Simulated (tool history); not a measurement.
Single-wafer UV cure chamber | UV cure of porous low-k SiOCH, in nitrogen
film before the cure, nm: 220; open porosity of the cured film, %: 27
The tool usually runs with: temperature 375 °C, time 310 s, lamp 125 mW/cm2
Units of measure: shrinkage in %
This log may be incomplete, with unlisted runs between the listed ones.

run	hour	temperature	time	lamp	shrinkage
1	0	375	310	125	17.167
2	65.3	375	310	125	17.007
3	104.3	375	310	125	16.977
4	186.9	375	310	125	16.745
5	240.2	375	310	125	16.151
# hour 285.1: quartz window cleaned
6	296.3	375	310	95	16.059
7	387.4	375	310	106	16.057
8	483.4	375	310	106	15.968
9	533.5	375	310	125	16.088
10	571.7	375	310	125	16.254
# hour 662.7: quartz window cleaned
11	674.6	375	310	125	16.71
12	717	375	310	125	16.645
# hour 749.6: UV bulbs replaced
13	806.7	375	310	125	17.6
14	866.4	375	310	125	17.205
15	912.5	385	310	125	17.212
16	996.5	375	310	125	16.767
# hour 1018.5: quartz window cleaned
17	1046.4	375	360	159	19.594
18	1085.6	375	310	141	17.975
19	1148.1	393	175	145	15.057
20	1255	375	310	125	17.11
21	1320.4	375	310	125	16.853
# hour 1394.9: quartz window cleaned
22	1616.5	392	230	100	13.959
23	1720.7	375	310	125	16.004
24	1757.2	375	310	86	13.654
# hour 1768.3: UV bulbs replaced
# hour 1809.1: quartz window cleaned
25	1823.8	362	430	88	17.435
26	1862.1	375	310	125	17.722
27	1907.8	375	310	125	17.812
28	1963.7	392	310	99	16.762

How would selected steps in shrinkage from run to run divide? Give the signed amount a tool lacking its hidden state would still show from settings, what came in and random variation, and the signed amount left for the hidden state, including any gauge scatter that is not in both of the compared results.
The hidden state here: lamp output below its setpoint, %; transmission lost against a clean window, %.
Run 5 -> 6: lamp 125 -> 95, quartz window cleaned. shrinkage -0.092 %: hidden state +1.104, all else -1.196.
Run 18 -> 19: temperature 375 -> 393, time 310 -> 175, lamp 141 -> 145. shrinkage -2.918 %: hidden state -0.217, all else -2.701.
Run 24 -> 25: temperature 375 -> 362, time 310 -> 430, lamp 86 -> 88, UV bulbs replaced, quartz window cleaned. shrinkage +3.781 %: hidden state +2.237, all else +1.544.
